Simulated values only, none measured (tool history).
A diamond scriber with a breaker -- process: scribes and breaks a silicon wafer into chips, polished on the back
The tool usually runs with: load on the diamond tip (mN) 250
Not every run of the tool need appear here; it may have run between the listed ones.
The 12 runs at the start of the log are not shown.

| run | hour | load on the diamond tip (mN) | wafers since the last listed run | hours since the diamond tip was replaced | hours since the load on the tip was calibrated | incoming depth of the damage left on the back of the incoming wafer, um | depth of the median crack under the scribed line (um) | chips rejected at inspection after the break (%) |
|---|---|---|---|---|---|---|---|---|
|  | 630.9 | diamond tip replaced by a new one |
| 13 | 648.0 | 309 | 178 | 17.1 | 1657.1 | 0.04 | 10.04 | 8.25 |
| 14 | 717.0 | 309 | 203 | 86.1 | 1726.1 | 0.03 | 10.30 | 8.85 |
| 15 | 767.0 | 309 | 147 | 136.1 | 1776.1 | 0.03 | 10.32 | 8.65 |
|  | 818.6 | load on the tip recalibrated |
| 16 | 821.0 | 250 | 153 | 190.1 | 2.4 | 0.03 | 8.12 | 1.35 |
| 17 | 853.0 | 250 | 94 | 222.1 | 34.4 | 0.05 | 8.07 | 1.38 |
| 18 | 908.1 | 250 | 162 | 277.2 | 89.5 | 0.05 | 8.45 | 1.36 |
| 19 | 937.7 | 250 | 87 | 306.8 | 119.1 | 0.04 | 8.54 | 1.45 |
| 20 | 985.8 | 202 | 141 | 354.9 | 167.2 | 0.03 | 7.12 | 3.12 |
| 21 | 1020.5 | 311 | 102 | 389.6 | 201.9 | 0.03 | 10.14 | 6.74 |
| 22 | 1090.3 | 188 | 205 | 459.4 | 271.7 | 0.03 | 6.94 | 4.31 |
| 23 | 1117.5 | 205 | 80 | 486.6 | 298.9 | 0.04 | 7.21 | 2.31 |
| 24 | 1146.0 | 184 | 83 | 515.1 | 327.4 | 0.04 | 6.74 | 5.10 |
| 25 | 1207.9 | 320 | 182 | 577.0 | 389.3 | 0.02 | 10.26 | 9.24 |
| 26 | 1246.1 | 322 | 112 | 615.2 | 427.5 | 0.02 | 10.37 | 9.09 |
| 27 | 1293.5 | 183 | 139 | 662.6 | 474.9 | 0.02 | 6.81 | 4.23 |
| 28 | 1322.0 | 288 | 83 | 691.1 | 503.4 | 0.02 | 9.45 | 5.19 |
|  | 1374.0 | diamond tip replaced by a new one |
| 29 | 1378.4 | 219 | 160 | 4.4 | 559.8 | 0.04 | 7.53 | 1.41 |
| 30 | 1574.4 | 250 | 577 | 200.4 | 755.8 | 0.02 | 8.68 | 2.41 |
| 31 | 1642.8 | 205 | 201 | 268.8 | 824.2 | 0.01 | 7.40 | 1.66 |
| 32 | 1669.5 | 199 | 78 | 295.5 | 850.9 | 0.02 | 7.48 | 2.01 |
| 33 | 1732.9 | 269 | 186 | 358.9 | 914.3 | 0.04 | 9.35 | 4.17 |
| 34 | 1760.6 | 250 | 81 | 386.6 | 942.0 | 0.03 | 9.07 | 2.66 |
| 35 | 1817.4 | 250 | 167 | 443.4 | 998.8 | 0.04 | 8.93 | 2.62 |
| 36 | 1851.7 | 206 | 100 | 477.7 | 1033.1 | 0.04 | 7.70 | 1.61 |
| 37 | 1881.7 | 226 | 88 | 507.7 | 1063.1 | 0.01 | 8.18 | 1.50 |

Here are 3 independent what-if runs from the current tool condition. What would each one return?
| A | 1882.3 | 299 | 1 | 508.3 | 1063.7 | 0.04 | ? | ? |
| B | 1882.3 | 227 | 1 | 508.3 | 1063.7 | 0.04 | ? | ? |
| C | 1882.3 | 181 | 1 | 508.3 | 1063.7 | 0.04 | ? | ? |

| run | depth of the median crack under the scribed line (um) | chips rejected at inspection after the break (%) |
|---|---|---|
| A | 10.05 | 8.27 |
| B | 8.21 | 1.52 |
| C | 6.91 | 3.80 |
With no hidden state in the tool, these same runs would have given:
| run | depth of the median crack under the scribed line (um) | chips rejected at inspection after the break (%) |
|---|---|---|
| A | 9.05 | 3.55 |
| B | 7.39 | 2.04 |
| C | 6.22 | 8.70 |

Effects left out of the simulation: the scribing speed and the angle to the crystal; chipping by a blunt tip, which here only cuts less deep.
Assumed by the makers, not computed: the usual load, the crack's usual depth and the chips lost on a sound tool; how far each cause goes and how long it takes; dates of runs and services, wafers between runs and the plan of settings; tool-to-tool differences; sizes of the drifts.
